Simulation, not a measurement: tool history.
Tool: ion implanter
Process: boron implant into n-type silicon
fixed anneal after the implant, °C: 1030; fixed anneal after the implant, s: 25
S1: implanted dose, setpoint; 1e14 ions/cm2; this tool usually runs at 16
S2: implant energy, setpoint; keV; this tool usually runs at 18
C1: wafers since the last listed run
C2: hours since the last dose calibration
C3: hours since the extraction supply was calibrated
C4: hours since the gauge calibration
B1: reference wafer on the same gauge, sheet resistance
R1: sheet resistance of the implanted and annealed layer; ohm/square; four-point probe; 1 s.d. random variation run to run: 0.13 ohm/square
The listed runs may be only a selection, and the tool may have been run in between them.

Run 1, hour 0: usual settings but S1 12.77 1e14 ions/cm2; C1 0; C2 2663.1; C3 5319.9; C4 65.1; B1 86.56. Result: R1 105.64 ohm/square.
Run 2, hour 14.7: usual settings but S2 15 keV; C1 350; C2 2677.8; C3 5334.6; C4 79.8; B1 86.59. Result: R1 93.34 ohm/square.
Run 3, hour 22.1: usual settings but S2 15 keV; C1 176; C2 2685.2; C3 5342; C4 87.2; B1 86.59. Result: R1 93 ohm/square.
Run 4, hour 36.9: usual settings but S2 15 keV; C1 352; C2 2700; C3 5356.8; C4 102; B1 86.62. Result: R1 92.78 ohm/square.
Run 5, hour 79.1: usual settings; C1 1005; C2 2742.2; C3 5399; C4 144.2; B1 86.6. Result: R1 89.72 ohm/square.
At hour 98.3: Faraday cup replaced and dose calibrated.
Run 6, hour 98.8: usual settings but S2 21 keV; C1 278; C2 0.5; C3 5418.7; C4 163.9; B1 86.57. Result: R1 87.22 ohm/square.
Run 7, hour 113: usual settings but S2 21 keV; C1 338; C2 14.7; C3 5432.9; C4 178.1; B1 86.6. Result: R1 87.27 ohm/square.
Run 8, hour 130.5: usual settings but S1 14.01 1e14 ions/cm2, S2 15.5 keV; C1 416; C2 32.2; C3 5450.4; C4 195.6; B1 86.58. Result: R1 101.1 ohm/square.
At hour 151.8: gauge calibrated.
At hour 164.1: extraction supply calibrated.
Run 9, hour 179.5: usual settings but S2 22.5 keV; C1 976; C2 81.2; C3 15.4; C4 27.7; B1 86.65. Result: R1 86.24 ohm/square.
Run 10, hour 192.6: usual settings but S1 13.69 1e14 ions/cm2, S2 20 keV; C1 312; C2 94.3; C3 28.5; C4 40.8; B1 86.6. Result: R1 99.04 ohm/square.

Run 11 is up next; what results do you expect?
Run 11, hour 199.6: usual settings but S1 19.12 1e14 ions/cm2, S2 16 keV; C1 166; C2 101.3; C3 35.5; C4 47.8; B1 ?. Result: R1 ?.

Logged for run 11: B1 86.61, R1 82.51 ohm/square.
The same run, on a tool lacking any hidden state, would have yielded R1 82.51 ohm/square.

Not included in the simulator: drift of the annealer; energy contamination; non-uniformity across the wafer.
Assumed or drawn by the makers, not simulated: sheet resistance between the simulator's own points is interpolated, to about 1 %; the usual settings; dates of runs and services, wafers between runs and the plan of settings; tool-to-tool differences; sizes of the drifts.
